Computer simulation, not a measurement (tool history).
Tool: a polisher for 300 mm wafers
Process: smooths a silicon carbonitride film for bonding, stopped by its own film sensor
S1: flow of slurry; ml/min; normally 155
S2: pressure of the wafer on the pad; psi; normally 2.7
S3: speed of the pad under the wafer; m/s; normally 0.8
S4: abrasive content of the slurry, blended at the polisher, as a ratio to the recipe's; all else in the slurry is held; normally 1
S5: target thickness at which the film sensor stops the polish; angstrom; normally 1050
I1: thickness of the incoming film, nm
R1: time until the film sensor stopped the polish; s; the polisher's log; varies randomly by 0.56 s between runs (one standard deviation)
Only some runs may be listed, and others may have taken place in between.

run,hour,S1,S2,S3,S4,S5,I1,R1
1,0,120,2.7,0.8,1,1050,119.2,54.5
2,22.4,170,2.7,0.8,1,1050,119.1,50.2
3,51.8,155,2.7,0.8,1,1050,118.7,50.4
# hour 72.3: slurry blender recalibrated
4,77.6,155,2.7,0.8,1,1050,119.6,49.5
5,98.4,155,2.7,0.8,1,1050,119.4,48.5
# hour 134.5: worn pad replaced by a new one, of another model than before
6,135,155,3.2,1.02,1,1050,119.1,38.6
7,159.8,155,3.2,1.02,1,1050,120.3,42.3
# hour 184.7: head pressure recalibrated
8,195.4,155,3.2,1.02,1,1050,119.4,39.6
9,214.9,155,2.7,0.8,1,1050,118.7,47.8
10,241.3,155,2.7,0.8,1,1050,121.5,57.5
11,268.6,155,2.7,0.8,0.85,1050,121,62.1
# hour 295.8: worn pad replaced by a new one
12,301.5,155,2.7,0.66,0.85,1050,120.3,68.3
# hour 322: slurry blender recalibrated
13,330.6,155,2.7,0.8,1,1050,121.4,56.1
14,363.4,155,2.7,0.8,1,1010,122.2,72.9
15,391.8,155,2.3,0.8,1,1050,119.7,54.8
16,405.2,155,2.7,0.8,1,1050,120.3,51.9
17,430.8,210,2.7,0.6,1.2,1070,118.6,40.1
18,443.1,130,2.7,0.8,1,1100,120.7,39.1
19,457.4,155,2.7,0.94,1.15,1050,119.4,43.4
20,479.9,155,2.7,0.7,1,1050,119.2,53.1
# hour 483.2: slurry nozzle cleaned
# hour 495: worn pad replaced by a new one
21,506,105,2,0.8,1,1100,121.1,51.9
22,536.1,155,2.2,0.7,1,1050,118.8,58.9
23,561.3,155,2.7,0.8,1,1050,120.3,55.5
24,577.3,155,2.7,1.06,1.25,1050,121.2,45.4
25,604,125,2.7,0.8,0.8,1010,120.3,90.7
# hour 613.5: slurry blender recalibrated
26,638,155,2.7,0.8,1,1090,120,37.2
# hour 663.9: worn pad replaced by a new one
27,668.5,155,2.4,0.8,1,1050,120.5,55.3
28,691.1,155,2.2,0.7,1,1050,121.3,67.4
29,706.7,155,2.7,0.8,1,1050,119.3,48.8
30,723.7,155,3.5,0.8,1,1070,120.2,39.4

4 ways to go on from here, each from the tool as it stands after run 30. What would each give?
A,724.1,155,2.7,0.8,1,1050,118,?
B,724.1,155,3.1,1.06,0.85,1070,118,?
C,724.1,120,2.7,0.9,1,1050,118,?
D,724.1,155,3.4,0.58,0.9,1070,118,?

run,R1
A,44.6
B,32.9
C,45.4
D,41.3
Stripped of hidden state, with their random variation kept, the same runs would have yielded:
run,R1
A,43.8
B,32.3
C,44.6
D,40.5
